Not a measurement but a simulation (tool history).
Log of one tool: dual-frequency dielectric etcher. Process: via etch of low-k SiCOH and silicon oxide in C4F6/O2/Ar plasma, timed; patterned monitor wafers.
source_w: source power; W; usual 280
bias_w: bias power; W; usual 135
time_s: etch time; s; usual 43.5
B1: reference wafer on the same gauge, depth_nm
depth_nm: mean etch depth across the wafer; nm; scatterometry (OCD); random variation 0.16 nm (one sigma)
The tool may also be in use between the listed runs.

Run 1, hour 0.0: usual settings; B1 92.5. Result: depth_nm 79.2 nm.
At hour 54.2: wet clean of the chamber.
Run 2, hour 54.7: usual settings; B1 92.5. Result: depth_nm 80.1 nm.
Run 3, hour 88.9: usual settings; B1 92.4. Result: depth_nm 80.1 nm.
Run 4, hour 158.4: usual settings but source_w 310 W, time_s 53.5 s; B1 92.6. Result: depth_nm 102.7 nm.
Run 5, hour 208.9: usual settings but source_w 310 W, time_s 53.5 s; B1 92.4. Result: depth_nm 102.3 nm.
Run 6, hour 265.6: usual settings but source_w 310 W, time_s 53.5 s; B1 92.5. Result: depth_nm 101.8 nm.
Run 7, hour 328.7: usual settings but time_s 48.5 s; B1 92.5. Result: depth_nm 87.9 nm.
Run 8, hour 387.2: usual settings but bias_w 147 W, time_s 47.0 s; B1 92.5. Result: depth_nm 87.8 nm.
Run 9, hour 438.0: usual settings but bias_w 147 W, time_s 47.0 s; B1 92.5. Result: depth_nm 87.6 nm.
At hour 466.6: gauge calibrated.
At hour 493.8: upper electrode replaced.
At hour 497.9: bias power generator calibrated.
Run 10, hour 498.4: usual settings but source_w 250 W, bias_w 108 W, time_s 36.0 s; B1 92.5. Result: depth_nm 57.1 nm.
At hour 540.1: source power generator calibrated.
Run 11, hour 552.2: usual settings; B1 92.5. Result: depth_nm 79.9 nm.
At hour 590.0: wet clean of the chamber.
Run 12, hour 590.5: usual settings; B1 92.5. Result: depth_nm 81.1 nm.
Run 13, hour 620.8: usual settings but source_w 310 W, bias_w 148 W; B1 92.5. Result: depth_nm 87.5 nm.
Run 14, hour 676.9: usual settings but bias_w 154 W, time_s 48.5 s; B1 92.5. Result: depth_nm 93.9 nm.
Run 15, hour 746.1: usual settings but source_w 310 W; B1 92.6. Result: depth_nm 84.6 nm.
Run 16, hour 786.8: usual settings but source_w 320 W, bias_w 147 W, time_s 35.0 s; B1 92.5. Result: depth_nm 70.9 nm.
Run 17, hour 854.9: usual settings but bias_w 164 W, time_s 33.5 s; B1 92.4. Result: depth_nm 66.5 nm.
Run 18, hour 885.3: usual settings but time_s 50.0 s; B1 92.5. Result: depth_nm 92.2 nm.
Run 19, hour 944.4: usual settings but source_w 340 W, time_s 40.0 s; B1 92.5. Result: depth_nm 80.5 nm.

Forecast each of these 3 alternatives for the next run:
Run A, hour 944.8: usual settings; B1 ?. Result: depth_nm ?.
Run B, hour 944.8: usual settings but source_w 250 W, bias_w 164 W, time_s 51.0 s; B1 ?. Result: depth_nm ?.
Run C, hour 944.8: usual settings but source_w 240 W; B1 ?. Result: depth_nm ?.

run    B1  depth_nm
  A  92.4      79.9
  B  92.4      95.1
  C  92.4      74.4
Without the tool's hidden state the same runs would have given:
run  depth_nm
  A      80.8
  B      96.1
  C      75.2
